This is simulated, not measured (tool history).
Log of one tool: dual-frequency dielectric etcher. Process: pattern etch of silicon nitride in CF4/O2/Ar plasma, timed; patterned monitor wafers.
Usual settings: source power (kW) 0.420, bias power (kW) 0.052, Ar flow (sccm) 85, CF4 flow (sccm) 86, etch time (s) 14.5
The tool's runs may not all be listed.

run,hour,source power (kW),bias power (kW),Ar flow (sccm),CF4 flow (sccm),etch time (s),"read-back reference wafer on the same gauge, depth_nm",mean etch depth across the wafer (Å)
1,0.0,0.420,0.052,85,86,11.5,23.92,200.4
2,34.6,0.420,0.052,85,86,14.5,23.96,254.1
3,47.1,0.420,0.052,85,86,14.5,23.94,251.7
4,93.1,0.420,0.052,90,86,14.5,24.04,250.9
5,126.1,0.420,0.052,90,86,14.5,24.04,253.5
6,156.5,0.420,0.052,85,86,14.5,24.05,252.0
7,174.5,0.420,0.052,85,86,14.5,24.10,251.7
8,189.7,0.420,0.052,85,86,14.5,24.10,253.4
# hour 224.4: CF4 flow controller replaced
9,224.9,0.420,0.052,85,86,14.5,24.16,253.1
# hour 252.8: Ar flow controller replaced
10,253.3,0.420,0.052,85,86,17.0,24.17,300.1
# hour 260.5: source power generator calibrated
11,280.4,0.360,0.040,85,86,14.5,24.19,189.6
12,308.7,0.420,0.043,85,78,14.5,24.21,227.3
# hour 320.9: gauge calibrated
# hour 339.0: wet clean of the chamber
13,339.5,0.420,0.052,85,86,11.5,23.87,197.5
14,355.3,0.420,0.052,85,86,11.5,23.86,199.4
# hour 380.7: bias power generator calibrated
# hour 389.3: upper electrode replaced
15,389.8,0.360,0.052,85,69,14.5,23.87,211.7
16,395.5,0.340,0.052,98,73,13.0,23.85,176.7
17,415.9,0.420,0.052,104,86,14.5,23.91,243.5
18,443.4,0.420,0.052,85,86,14.5,23.93,251.4
19,472.9,0.390,0.052,90,86,14.5,23.96,232.3
20,495.8,0.420,0.052,85,86,14.5,23.98,252.5
21,510.4,0.390,0.052,90,86,14.5,23.98,235.3
22,524.4,0.320,0.065,85,86,17.5,23.99,263.3

3 ways to go on from here, each from the tool as it stands after run 22. What would each give?
A,524.8,0.420,0.052,85,86,14.5,?,?
B,524.8,0.450,0.052,94,78,10.0,?,?
C,524.8,0.510,0.052,85,86,19.0,?,?

run,"read-back reference wafer on the same gauge, depth_nm",mean etch depth across the wafer (Å)
A,24.04,252.7
B,24.04,182.2
C,24.04,398.6
Without the tool's hidden state the same runs would have given:
run,mean etch depth across the wafer (Å)
A,250.5
B,180.6
C,395.2

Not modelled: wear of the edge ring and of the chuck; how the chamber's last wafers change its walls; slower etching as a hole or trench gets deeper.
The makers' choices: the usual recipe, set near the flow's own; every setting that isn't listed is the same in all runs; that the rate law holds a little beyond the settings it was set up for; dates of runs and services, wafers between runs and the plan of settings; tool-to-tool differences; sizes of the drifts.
